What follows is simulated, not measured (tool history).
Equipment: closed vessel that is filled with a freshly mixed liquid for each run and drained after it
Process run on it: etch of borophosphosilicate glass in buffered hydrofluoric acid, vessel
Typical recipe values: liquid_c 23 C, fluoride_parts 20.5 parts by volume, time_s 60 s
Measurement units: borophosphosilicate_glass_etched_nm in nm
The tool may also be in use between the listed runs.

run   hour  liquid_c  fluoride_parts  time_s  read-back film thickness of the borophosphosilicate glass reference wafer, read on the same gauge (nm)  borophosphosilicate_glass_etched_nm
  1      0      26.5            20.5      60                                                                                                      90                               134.23
  2   32.6        23            20.5      70                                                                                                   90.01                               128.28
  3     66        23            20.5      70                                                                                                      90                               128.32
  4   95.4        23            20.5      60                                                                                                   90.01                                111.6
  5  121.4      25.5            20.5      65                                                                                                   89.99                               136.98
  6  156.3      25.5            20.5      65                                                                                                   90.01                                137.2
  7    170        23            20.5      60                                                                                                      90                               110.41
  8  182.6        23            20.5      60                                                                                                   89.99                               110.49
  9  239.1      21.5            24.5      60                                                                                                   89.98                                90.77
 10    275      21.5            24.5      60                                                                                                   90.01                                89.12
 11  305.1      21.5            24.5      60                                                                                                   90.02                                89.17
 12  338.3        23            20.5      60                                                                                                   90.01                               109.24
 13  355.9        23            20.5      60                                                                                                   90.01                               109.87
 14  383.4      21.5              17      30                                                                                                   89.98                                60.58
 15  409.4        23            20.5      60                                                                                                   89.99                               110.39
 16  425.5        23            20.5      60                                                                                                   90.01                               111.12
 17  455.2        23              13      45                                                                                                   90.01                               129.86
 18  486.8        27            25.5      30                                                                                                   89.99                                59.12
 19  509.7        23            20.5      60                                                                                                   90.01                               111.08
 20  536.7        25            20.5      30                                                                                                   89.98                                60.53
 21  563.3        26            20.5      30                                                                                                   90.01                                64.93
 22  576.1        21              17      60                                                                                                   89.99                               118.94
 23  588.2        20            27.5      40                                                                                                   89.99                                50.47
 24  618.9      27.5              23      30                                                                                                      90                                64.98
 25  633.8      25.5            20.5      90                                                                                                      90                               188.05
 26    654        21              18      40                                                                                                   90.01                                73.95
 27  684.3        23              24      45                                                                                                   89.99                                73.85
 28  766.5        23            24.5      70                                                                                                   90.01                               114.91
 29    782        23            20.5      60                                                                                                   90.01                               109.41
 30    811      24.5              13      30                                                                                                      90                                93.03
 31  827.4        20            27.5      40                                                                                                      90                                50.96

Removed from this log: 3 entries logged between the listed runs. Between which two listed runs does each belong, and how does the tool's hidden state at the listed run before it compare with that at the listed run after it?
From run 8 to run 9: thermometer replaced (hour 217.4)
  no difference in the tool's unlogged condition between these two runs
From run 17 to run 18: hydrofluoric acid flow meter replaced (hour 469)
  no difference in the tool's unlogged condition between these two runs
From run 23 to run 24: gauge calibrated (hour 591.1)
  no difference in the tool's unlogged condition between these two runs

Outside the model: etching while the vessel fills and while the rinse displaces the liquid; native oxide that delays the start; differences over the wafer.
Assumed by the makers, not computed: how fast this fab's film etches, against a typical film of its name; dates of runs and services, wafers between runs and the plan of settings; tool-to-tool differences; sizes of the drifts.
